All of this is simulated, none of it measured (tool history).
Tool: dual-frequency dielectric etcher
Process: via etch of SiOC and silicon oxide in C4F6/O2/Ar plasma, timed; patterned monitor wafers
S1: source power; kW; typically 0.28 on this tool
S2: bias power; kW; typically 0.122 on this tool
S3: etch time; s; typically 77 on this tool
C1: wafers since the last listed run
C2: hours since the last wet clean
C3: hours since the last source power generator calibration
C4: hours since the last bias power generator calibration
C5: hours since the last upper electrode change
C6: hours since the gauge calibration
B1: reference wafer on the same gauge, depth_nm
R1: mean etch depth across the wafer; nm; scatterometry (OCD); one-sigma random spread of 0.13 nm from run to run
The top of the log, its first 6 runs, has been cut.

run	hour	S1	S2	S3	C1	C2	C3	C4	C5	C6	B1	R1
7	434.4	0.28	0.122	77	450	150.5	4845.2	1798.9	2420.5	1434.5	54.5	59.6
8	538	0.28	0.122	77	660	254.1	4948.8	1902.5	2524.1	1538.1	54.5	59.6
9	590.6	0.28	0.122	77	335	306.7	5001.4	1955.1	2576.7	1590.7	54.5	59.5
10	649	0.28	0.122	77	372	365.1	5059.8	2013.5	2635.1	1649.1	54.5	59.5
# hour 753.9: wet clean of the chamber
11	754.4	0.28	0.122	77	518	0.5	5165.2	2118.9	2740.5	1754.5	54.5	59.5
# hour 754.9: gauge calibrated
# hour 802.7: source power generator calibrated
12	844.8	0.28	0.122	77	550	90.9	42.1	2209.3	2830.9	89.9	54.5	61.4
13	950.9	0.28	0.122	77	676	197	148.2	2315.4	2937	196	54.5	61.6
14	1011.6	0.26	0.122	68	386	257.7	208.9	2376.1	2997.7	256.7	54.5	52.4
15	1113.6	0.26	0.122	77	650	359.7	310.9	2478.1	3099.7	358.7	54.5	59.3
# hour 1141.3: bias power generator calibrated
16	1170.9	0.28	0.122	77	339	417	368.2	29.6	3157	416	54.5	61.8
# hour 1212.4: wet clean of the chamber
17	1275.6	0.25	0.122	77	514	63.2	472.9	134.3	3261.7	520.7	54.5	58.6
18	1355.3	0.28	0.122	77	508	142.9	552.6	214	3341.4	600.4	54.5	61.6
19	1444.7	0.28	0.122	77	569	232.3	642	303.4	3430.8	689.8	54.5	61.7
20	1489.2	0.28	0.122	77	283	276.8	686.5	347.9	3475.3	734.3	54.5	61.8
21	1531	0.28	0.122	77	266	318.6	728.3	389.7	3517.1	776.1	54.5	62
# hour 1641.4: upper electrode replaced
22	1641.9	0.22	0.133	84	553	429.5	839.2	500.6	0.5	887	54.5	61.5
23	1708.3	0.28	0.122	77	423	495.9	905.6	567	66.9	953.4	54.5	61.8
# hour 1774: wet clean of the chamber
24	1791.8	0.28	0.122	96.5	379	17.8	989.1	650.5	150.4	1036.9	54.5	77.2
25	1896.4	0.22	0.096	88.5	666	122.4	1093.7	755.1	255	1141.5	54.5	59.5
26	1955.6	0.23	0.146	93	377	181.6	1152.9	814.3	314.2	1200.7	54.5	71
27	1996.8	0.28	0.122	77	262	222.8	1194.1	855.5	355.4	1241.9	54.5	61.6
28	2193.9	0.25	0.114	91	1256	419.9	1391.2	1052.6	552.5	1439	54.5	67.8
# hour 2232.1: wet clean of the chamber
29	2274.4	0.34	0.103	77	360	42.3	1471.7	1133.1	633	1519.5	54.5	64.8
30	2321.9	0.3	0.113	77	302	89.8	1519.2	1180.6	680.5	1567	54.5	62.3

Here are 3 independent what-if runs from the current tool condition. What would each one return?
A	2322.3	0.28	0.122	93.5	2	90.2	1519.6	1181	680.9	1567.4	?	?
B	2322.3	0.31	0.109	77	2	90.2	1519.6	1181	680.9	1567.4	?	?
C	2322.3	0.28	0.122	91	2	90.2	1519.6	1181	680.9	1567.4	?	?

run	B1	R1
A	54.5	74.6
B	54.5	62.6
C	54.5	72.6
Without the tool's unlogged condition, the same runs would have read:
run	R1
A	74.6
B	62.6
C	72.6

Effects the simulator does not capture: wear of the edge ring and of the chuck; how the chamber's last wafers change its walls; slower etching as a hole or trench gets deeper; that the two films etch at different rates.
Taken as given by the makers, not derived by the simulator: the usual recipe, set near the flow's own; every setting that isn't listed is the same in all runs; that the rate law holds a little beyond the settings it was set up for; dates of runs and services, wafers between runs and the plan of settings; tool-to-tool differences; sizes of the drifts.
